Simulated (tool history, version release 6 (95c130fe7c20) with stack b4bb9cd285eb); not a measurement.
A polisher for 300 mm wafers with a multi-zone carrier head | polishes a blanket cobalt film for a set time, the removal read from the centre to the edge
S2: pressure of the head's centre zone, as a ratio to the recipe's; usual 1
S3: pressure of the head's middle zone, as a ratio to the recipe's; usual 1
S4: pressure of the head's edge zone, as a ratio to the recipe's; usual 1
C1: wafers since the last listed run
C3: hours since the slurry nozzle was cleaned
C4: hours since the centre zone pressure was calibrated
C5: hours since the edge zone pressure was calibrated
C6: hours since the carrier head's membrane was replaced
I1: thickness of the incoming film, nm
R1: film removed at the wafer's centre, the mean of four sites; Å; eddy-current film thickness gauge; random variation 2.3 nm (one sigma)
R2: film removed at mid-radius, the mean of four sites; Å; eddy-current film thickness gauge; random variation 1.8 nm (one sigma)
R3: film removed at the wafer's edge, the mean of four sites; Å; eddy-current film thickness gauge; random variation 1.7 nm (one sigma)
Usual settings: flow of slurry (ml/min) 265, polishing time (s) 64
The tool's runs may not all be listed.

Run 1, hour 0: usual settings but flow of slurry (ml/min) 330; C1 0; wafers polished on this pad 456; C3 221.2; C4 457.9; C5 1066.6; C6 1083.7; I1 911.2. Result: R1 2288 Å, R2 2280 Å, R3 2305 Å.
Run 2, hour 12.5: usual settings; C1 174; wafers polished on this pad 630; C3 233.7; C4 470.4; C5 1079.1; C6 1096.2; I1 902.5. Result: R1 2220 Å, R2 2265 Å, R3 2233 Å.
Run 3, hour 27.2: usual settings but S2 0.95, S3 1.05; C1 205; wafers polished on this pad 835; C3 248.4; C4 485.1; C5 1093.8; C6 1110.9; I1 893.8. Result: R1 2058 Å, R2 2238 Å, R3 2246 Å.
At hour 41.2: worn pad replaced by a new one.
Run 4, hour 64.4: usual settings but S2 0.95, S3 1.05; C1 463; wafers polished on this pad 324; C3 285.6; C4 522.3; C5 1131; C6 1148.1; I1 896.4. Result: R1 2121 Å, R2 2362 Å, R3 2289 Å.
Run 5, hour 81.3: usual settings but S2 0.95, S3 1.05; C1 235; wafers polished on this pad 560; C3 302.5; C4 539.2; C5 1147.9; C6 1165; I1 890.2. Result: R1 2142 Å, R2 2343 Å, R3 2276 Å.
Run 6, hour 87.9: usual settings; C1 92; wafers polished on this pad 652; C3 309.1; C4 545.8; C5 1154.5; C6 1171.6; I1 908.7. Result: R1 2237 Å, R2 2214 Å, R3 2253 Å.
Run 7, hour 94.8: usual settings; C1 96; wafers polished on this pad 748; C3 316; C4 552.7; C5 1161.4; C6 1178.5; I1 884. Result: R1 2175 Å, R2 2217 Å, R3 2241 Å.
At hour 123.5: edge zone pressure recalibrated.
At hour 126.6: worn pad replaced by a new one.
At hour 132.3: carrier head's membrane replaced by a new one.
Run 8, hour 143.2: usual settings but S2 0.93; C1 533; wafers polished on this pad 161; C3 364.4; C4 601.1; C5 19.7; C6 10.9; I1 906.5. Result: R1 2137 Å, R2 2244 Å, R3 2299 Å.
Run 9, hour 153.8: usual settings; C1 147; wafers polished on this pad 309; C3 375; C4 611.7; C5 30.3; C6 21.5; I1 912.8. Result: R1 2265 Å, R2 2249 Å, R3 2290 Å.
Run 10, hour 170.2: usual settings; C1 228; wafers polished on this pad 538; C3 391.4; C4 628.1; C5 46.7; C6 37.9; I1 918. Result: R1 2223 Å, R2 2216 Å, R3 2255 Å.
Run 11, hour 177.1: usual settings but S2 1.08, S3 1.05, S4 0.89, polishing time (s) 43; C1 96; wafers polished on this pad 634; C3 398.3; C4 635; C5 53.6; C6 44.8; I1 899.1. Result: R1 1587 Å, R2 1553 Å, R3 1419 Å.
Run 12, hour 190.9: usual settings; C1 192; wafers polished on this pad 827; C3 412.1; C4 648.8; C5 67.4; C6 58.6; I1 906.8. Result: R1 2224 Å, R2 2186 Å, R3 2202 Å.
At hour 200.2: centre zone pressure recalibrated.
Run 13, hour 200.7: usual settings but S4 0.96, polishing time (s) 80; C1 108; wafers polished on this pad 936; C3 421.9; C4 0.5; C5 77.2; C6 68.4; I1 912.6. Result: R1 2692 Å, R2 2686 Å, R3 2653 Å.
At hour 212: worn pad replaced by a new one.
Run 14, hour 215.6: usual settings but flow of slurry (ml/min) 340, polishing time (s) 44; C1 152; wafers polished on this pad 50; C3 436.8; C4 15.4; C5 92.1; C6 83.3; I1 908.9. Result: R1 1622 Å, R2 1627 Å, R3 1598 Å.
Run 15, hour 230.2: usual settings but S4 1.12, polishing time (s) 71; C1 203; wafers polished on this pad 254; C3 451.4; C4 30; C5 106.7; C6 97.9; I1 887.6. Result: R1 2574 Å, R2 2515 Å, R3 2693 Å.

Forecast run 16:
At hour 245: slurry nozzle cleaned.
Run 16, hour 245.5: usual settings but S3 0.88, S4 0.9, polishing time (s) 48; C1 199; wafers polished on this pad 454; C3 0.5; C4 45.3; C5 122; C6 113.2; I1 897. Result: R1 ?, R2 ?, R3 ?.

R1: 1683 Å
R2: 1548 Å
R3: 1614 Å
Without the tool's hidden state the same run would have given R1 1703 Å, R2 1565 Å, R3 1633 Å.
